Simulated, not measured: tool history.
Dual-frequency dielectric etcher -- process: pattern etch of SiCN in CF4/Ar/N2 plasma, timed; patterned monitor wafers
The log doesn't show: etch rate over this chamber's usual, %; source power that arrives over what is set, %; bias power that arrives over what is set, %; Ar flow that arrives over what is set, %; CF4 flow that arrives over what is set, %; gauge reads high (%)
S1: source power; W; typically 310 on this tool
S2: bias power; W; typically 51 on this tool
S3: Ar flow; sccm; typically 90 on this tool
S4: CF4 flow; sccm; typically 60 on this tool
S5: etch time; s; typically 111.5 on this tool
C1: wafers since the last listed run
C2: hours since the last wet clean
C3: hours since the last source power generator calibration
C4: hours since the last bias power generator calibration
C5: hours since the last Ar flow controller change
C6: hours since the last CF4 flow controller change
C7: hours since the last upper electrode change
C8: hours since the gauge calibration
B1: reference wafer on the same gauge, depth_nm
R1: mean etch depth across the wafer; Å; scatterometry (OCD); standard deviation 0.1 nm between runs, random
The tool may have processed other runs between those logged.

run    day   S1  S2   S3  S4     S5   C1     C2      C3      C4     C5      C6      C7     C8    B1   R1
  1  0.000  310  51   81  60  111.5    0  449.3  4405.0  4015.6    5.0  1434.5  6214.9  198.2  68.5  695
  2  0.700  310  51   90  60  111.5  214  466.1  4421.8  4032.4   21.8  1451.3  6231.7  215.0  68.5  678
     1.067  -- bias power generator calibrated
     1.704  -- upper electrode replaced
  3  1.725  310  51   90  60  111.5   68  490.7  4446.4    15.8   46.4  1475.9     0.5  239.6  68.5  678
  4  1.738  310  51   90  60  111.5    3  491.0  4446.7    16.1   46.7  1476.2     0.8  239.9  68.5  677
  5  1.962  310  40   72  60  111.5   68  496.4  4452.1    21.5   52.1  1481.6     6.2  245.3  68.5  676
     2.742  -- CF4 flow controller replaced
     3.017  -- wet clean of the chamber
  6  3.417  340  51   71  60  111.5  284    9.6  4487.0    56.4   87.0    16.2    41.1  280.2  68.5  752
     3.792  -- gauge calibrated
  7  3.962  280  51  100  65  111.5  167   22.7  4500.1    69.5  100.1    29.3    54.2    4.1  68.5  614
  8  4.504  310  51   90  60  111.5  166   35.7  4513.1    82.5  113.1    42.3    67.2   17.1  68.5  669
  9  4.992  310  51   90  60  111.5  149   47.4  4524.8    94.2  124.8    54.0    78.9   28.8  68.5  669
     5.425  -- source power generator calibrated
 10  5.446  350  51   80  65   79.5   88   58.3     0.5   105.1  135.7    64.9    89.8   39.7  68.5  538
 11  5.796  310  51  104  60  111.5  107   66.7     8.9   113.5  144.1    73.3    98.2   48.1  68.5  647
 12  6.175  310  51   90  50  111.5  116   75.8    18.0   122.6  153.2    82.4   107.3   57.2  68.5  656
 13  6.517  310  51   90  60  111.5  104   84.0    26.2   130.8  161.4    90.6   115.5   65.4  68.5  670
 14  7.133  310  57   90  52  111.5  189   98.8    41.0   145.6  176.2   105.4   130.3   80.2  68.5  679
 15  7.629  310  51   90  60  124.5  152  110.7    52.9   157.5  188.1   117.3   142.2   92.1  68.5  749
 16  8.112  310  62   90  60  111.5  148  122.3    64.5   169.1  199.7   128.9   153.8  103.7  68.5  704
 17  8.558  310  51   90  64  111.5  136  133.0    75.2   179.8  210.4   139.6   164.5  114.4  68.5  676
 18  8.850  310  63   90  60  111.5   89  140.0    82.2   186.8  217.4   146.6   171.5  121.4  68.5  709
 19  9.467  310  51   90  60  111.5  189  154.8    97.0   201.6  232.2   161.4   186.3  136.2  68.5  674
 20  9.854  310  51   90  60  111.5  118  164.1   106.3   210.9  241.5   170.7   195.6  145.5  68.5  671

Results per run with the tool's hidden condition removed, run-to-run variation unchanged:
run   R1
  1  681
  2  664
  3  663
  4  662
  5  661
  6  747
  7  609
  8  663
  9  663
 10  534
 11  641
 12  650
 13  663
 14  672
 15  740
 16  696
 17  667
 18  700
 19  665
 20  661
